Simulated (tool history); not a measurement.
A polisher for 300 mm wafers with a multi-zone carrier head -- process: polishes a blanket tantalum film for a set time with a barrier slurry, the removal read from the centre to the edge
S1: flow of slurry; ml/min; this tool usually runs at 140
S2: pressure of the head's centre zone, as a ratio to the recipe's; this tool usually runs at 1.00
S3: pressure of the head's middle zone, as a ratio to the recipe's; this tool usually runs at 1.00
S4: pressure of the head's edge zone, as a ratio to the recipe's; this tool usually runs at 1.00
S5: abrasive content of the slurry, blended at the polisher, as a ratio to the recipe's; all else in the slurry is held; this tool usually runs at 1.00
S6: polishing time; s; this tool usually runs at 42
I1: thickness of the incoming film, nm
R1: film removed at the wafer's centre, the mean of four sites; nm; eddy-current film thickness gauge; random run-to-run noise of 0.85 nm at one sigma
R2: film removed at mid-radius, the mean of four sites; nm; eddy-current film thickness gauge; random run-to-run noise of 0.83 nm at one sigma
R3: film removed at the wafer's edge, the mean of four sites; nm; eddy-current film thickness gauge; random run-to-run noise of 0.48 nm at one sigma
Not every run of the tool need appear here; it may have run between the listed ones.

Run 1, hour 0.0: usual settings but S4 0.92; I1 179.7. Result: R1 59.1 nm, R2 56.3 nm, R3 52.1 nm.
Run 2, hour 8.0: usual settings but S4 0.92; I1 178.3. Result: R1 58.5 nm, R2 56.3 nm, R3 51.5 nm.
At hour 10.9: slurry nozzle cleaned.
Run 3, hour 24.1: usual settings but S6 53 s; I1 181.6. Result: R1 71.1 nm, R2 69.0 nm, R3 68.6 nm.
At hour 31.1: worn pad replaced by a new one.
Run 4, hour 37.5: usual settings; I1 181.5. Result: R1 63.0 nm, R2 61.7 nm, R3 62.1 nm.
Run 5, hour 54.1: usual settings but S3 0.92; I1 177.5. Result: R1 63.2 nm, R2 56.1 nm, R3 60.5 nm.
Run 6, hour 66.0: usual settings but S2 0.89, S6 33 s; I1 181.8. Result: R1 40.5 nm, R2 49.7 nm, R3 47.6 nm.
Run 7, hour 77.4: usual settings; I1 180.1. Result: R1 61.8 nm, R2 62.9 nm, R3 60.4 nm.
Run 8, hour 91.9: usual settings; I1 180.2. Result: R1 61.7 nm, R2 61.3 nm, R3 60.3 nm.
Run 9, hour 102.2: usual settings but S3 1.09; I1 182.9. Result: R1 62.2 nm, R2 66.3 nm, R3 59.1 nm.
Run 10, hour 109.2: usual settings but S1 125 ml/min, S3 0.89, S4 0.90; I1 179.4. Result: R1 61.1 nm, R2 52.4 nm, R3 54.9 nm.
At hour 117.5: centre zone pressure recalibrated.
Run 11, hour 126.8: usual settings but S2 0.89, S3 0.94; I1 180.2. Result: R1 50.8 nm, R2 55.3 nm, R3 58.7 nm.
Run 12, hour 141.0: usual settings but S3 1.09; I1 179.8. Result: R1 60.6 nm, R2 62.8 nm, R3 58.3 nm.
At hour 146.2: edge zone pressure recalibrated.
Run 13, hour 156.0: usual settings but S6 36 s; I1 180.5. Result: R1 50.5 nm, R2 48.9 nm, R3 48.4 nm.
Run 14, hour 168.0: usual settings but S1 110 ml/min; I1 179.5. Result: R1 56.6 nm, R2 54.4 nm, R3 54.6 nm.
Run 15, hour 179.0: usual settings; I1 179.1. Result: R1 56.6 nm, R2 55.2 nm, R3 55.1 nm.
Run 16, hour 188.1: usual settings but S1 95 ml/min, S5 0.90, S6 32 s; I1 178.8. Result: R1 38.2 nm, R2 37.9 nm, R3 38.1 nm.
At hour 201.6: worn pad replaced by a new one.
Run 17, hour 202.1: usual settings but S1 170 ml/min, S3 0.93, S5 1.20, S6 37 s; I1 181.1. Result: R1 59.9 nm, R2 55.8 nm, R3 58.8 nm.
Run 18, hour 212.7: usual settings but S1 125 ml/min, S6 32 s; I1 181.2. Result: R1 46.9 nm, R2 46.4 nm, R3 46.1 nm.
Run 19, hour 218.8: usual settings but S1 100 ml/min, S3 0.95, S4 1.08, S5 0.80; I1 180.2. Result: R1 52.3 nm, R2 49.3 nm, R3 55.7 nm.
Run 20, hour 236.3: usual settings but S1 155 ml/min, S5 1.20; I1 178.6. Result: R1 67.7 nm, R2 65.5 nm, R3 64.9 nm.
Run 21, hour 248.9: usual settings but S1 125 ml/min, S3 0.90; I1 182.8. Result: R1 60.7 nm, R2 53.7 nm, R3 59.2 nm.

Selected run-to-run steps in R1, each split into two signed amounts: the part the tool would show with no hidden state at all (from settings, incoming material and random variation), and the remainder, which goes to the hidden state together with any gauge scatter not common to the measured and the hidden-state-free results:
The tool's hidden condition here consists of: removal rate lost through wear of the pad, %; slurry flow missing at the pad, %; deviation of the centre zone's pressure from its setpoint, %; deviation of the edge zone's pressure from its setpoint, %.
Run 3 -> 4: S6 53 -> 42, worn pad replaced by a new one. R1 -8.1 nm: hidden state +9.6, all else -17.7.
Run 5 -> 6: S2 1.00 -> 0.89, S3 0.92 -> 1.00, S6 42 -> 33. R1 -22.7 nm: hidden state +0.1, all else -22.8.
Run 16 -> 17: S1 95 -> 170, S3 1.00 -> 0.93, S5 0.90 -> 1.20, S6 32 -> 37, worn pad replaced by a new one. R1 +21.7 nm: hidden state +4.1, all else +17.6.
